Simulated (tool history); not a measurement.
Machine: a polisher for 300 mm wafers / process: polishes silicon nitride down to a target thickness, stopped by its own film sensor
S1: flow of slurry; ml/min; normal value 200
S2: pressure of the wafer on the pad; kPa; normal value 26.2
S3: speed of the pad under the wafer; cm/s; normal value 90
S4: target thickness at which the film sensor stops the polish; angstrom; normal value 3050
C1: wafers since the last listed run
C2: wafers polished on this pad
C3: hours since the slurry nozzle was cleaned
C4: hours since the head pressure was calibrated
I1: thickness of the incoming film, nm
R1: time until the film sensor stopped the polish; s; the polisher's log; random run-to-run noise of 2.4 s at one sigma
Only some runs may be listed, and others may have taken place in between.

run 1 hour=0 | S1=245 S2=26.2 S3=96 S4=3050 | C1=0 C2=736 C3=237.3 C4=1201.7 | I1=520.3 | R1=142.5
-- hour=70.4 worn pad replaced by a new one
run 2 hour=74.4 | S1=245 S2=26.2 S3=96 S4=3050 | C1=599 C2=34 C3=311.7 C4=1276.1 | I1=522.4 | R1=141.9
run 3 hour=166.8 | S1=245 S2=26.2 S3=96 S4=3050 | C1=786 C2=820 C3=404.1 C4=1368.5 | I1=529.7 | R1=152
run 4 hour=186.5 | S1=200 S2=26.2 S3=90 S4=3350 | C1=167 C2=988 C3=423.8 C4=1388.2 | I1=512.9 | R1=127.1
-- hour=193.1 head pressure recalibrated
run 5 hour=204.1 | S1=200 S2=26.2 S3=90 S4=3350 | C1=132 C2=1121 C3=441.4 C4=11 | I1=522.2 | R1=133.2
run 6 hour=221.5 | S1=200 S2=26.2 S3=90 S4=3350 | C1=148 C2=1269 C3=458.8 C4=28.4 | I1=515.2 | R1=129.9
run 7 hour=246.2 | S1=200 S2=26.2 S3=90 S4=3050 | C1=210 C2=1479 C3=483.5 C4=53.1 | I1=528.6 | R1=161.4
-- hour=255.5 worn pad replaced by a new one
run 8 hour=277.8 | S1=200 S2=26.2 S3=90 S4=3290 | C1=234 C2=189 C3=515.1 C4=84.7 | I1=517.4 | R1=135.6
run 9 hour=290.3 | S1=200 S2=26.2 S3=90 S4=3290 | C1=106 C2=296 C3=527.6 C4=97.2 | I1=517.3 | R1=135.6
run 10 hour=302.3 | S1=200 S2=26.2 S3=90 S4=3290 | C1=102 C2=398 C3=539.6 C4=109.2 | I1=527.8 | R1=148.3
run 11 hour=332.4 | S1=200 S2=26.2 S3=90 S4=3050 | C1=256 C2=654 C3=569.7 C4=139.3 | I1=514.1 | R1=152.4
run 12 hour=354.5 | S1=200 S2=26.2 S3=90 S4=3050 | C1=188 C2=842 C3=591.8 C4=161.4 | I1=522.7 | R1=160.8
run 13 hour=386.4 | S1=165 S2=24.1 S3=112 S4=2780 | C1=271 C2=1113 C3=623.7 C4=193.3 | I1=515.4 | R1=163.6
-- hour=411.7 slurry nozzle cleaned
-- hour=413.4 worn pad replaced by a new one
run 14 hour=431 | S1=255 S2=19.3 S3=58 S4=3050 | C1=356 C2=149 C3=19.3 C4=237.9 | I1=520.7 | R1=273.4
run 15 hour=457.4 | S1=200 S2=26.2 S3=90 S4=3290 | C1=224 C2=374 C3=45.7 C4=264.3 | I1=522.3 | R1=134.9
run 16 hour=488.4 | S1=240 S2=31.7 S3=114 S4=3050 | C1=263 C2=638 C3=76.7 C4=295.3 | I1=523.3 | R1=101.5
run 17 hour=501 | S1=200 S2=23.4 S3=90 S4=3050 | C1=107 C2=745 C3=89.3 C4=307.9 | I1=529.2 | R1=171.1
run 18 hour=534.3 | S1=165 S2=24.1 S3=112 S4=2780 | C1=283 C2=1028 C3=122.6 C4=341.2 | I1=527 | R1=159.4
run 19 hour=546.8 | S1=200 S2=26.2 S3=90 S4=2770 | C1=106 C2=1135 C3=135.1 C4=353.7 | I1=521 | R1=161.9
run 20 hour=564.1 | S1=220 S2=26.2 S3=90 S4=3050 | C1=147 C2=1282 C3=152.4 C4=371 | I1=529.6 | R1=157.1
-- hour=576.2 worn pad replaced by a new one
run 21 hour=583.2 | S1=265 S2=26.2 S3=68 S4=3050 | C1=128 C2=59 C3=171.5 C4=390.1 | I1=518.4 | R1=179.8
run 22 hour=607.1 | S1=140 S2=34.5 S3=102 S4=2300 | C1=203 C2=262 C3=195.4 C4=414 | I1=514.5 | R1=143.9
run 23 hour=624.7 | S1=145 S2=35.2 S3=100 S4=2300 | C1=149 C2=412 C3=213 C4=431.6 | I1=520 | R1=144.5

5 ways to go on from here, each from the tool as it stands after run 23. What would each give?
run A hour=625.2 | S1=255 S2=26.2 S3=90 S4=3050 | C1=4 C2=416 C3=213.5 C4=432.1 | I1=525.6 | R1=?
run B hour=625.2 | S1=160 S2=26.2 S3=90 S4=3050 | C1=4 C2=416 C3=213.5 C4=432.1 | I1=525.6 | R1=?
run C hour=625.2 | S1=200 S2=29 S3=104 S4=3050 | C1=4 C2=416 C3=213.5 C4=432.1 | I1=525.6 | R1=?
run D hour=625.2 | S1=200 S2=26.2 S3=80 S4=3050 | C1=4 C2=416 C3=213.5 C4=432.1 | I1=525.6 | R1=?
run E hour=625.2 | S1=160 S2=22.8 S3=102 S4=2530 | C1=4 C2=416 C3=213.5 C4=432.1 | I1=525.6 | R1=?

run=A R1=149
run=B R1=157.7
run=C R1=124.4
run=D R1=167.1
run=E R1=204.4
What these runs would have given with no unlogged condition in the tool:
run=A R1=147
run=B R1=154.7
run=C R1=122.5
run=D R1=164.4
run=E R1=200.6
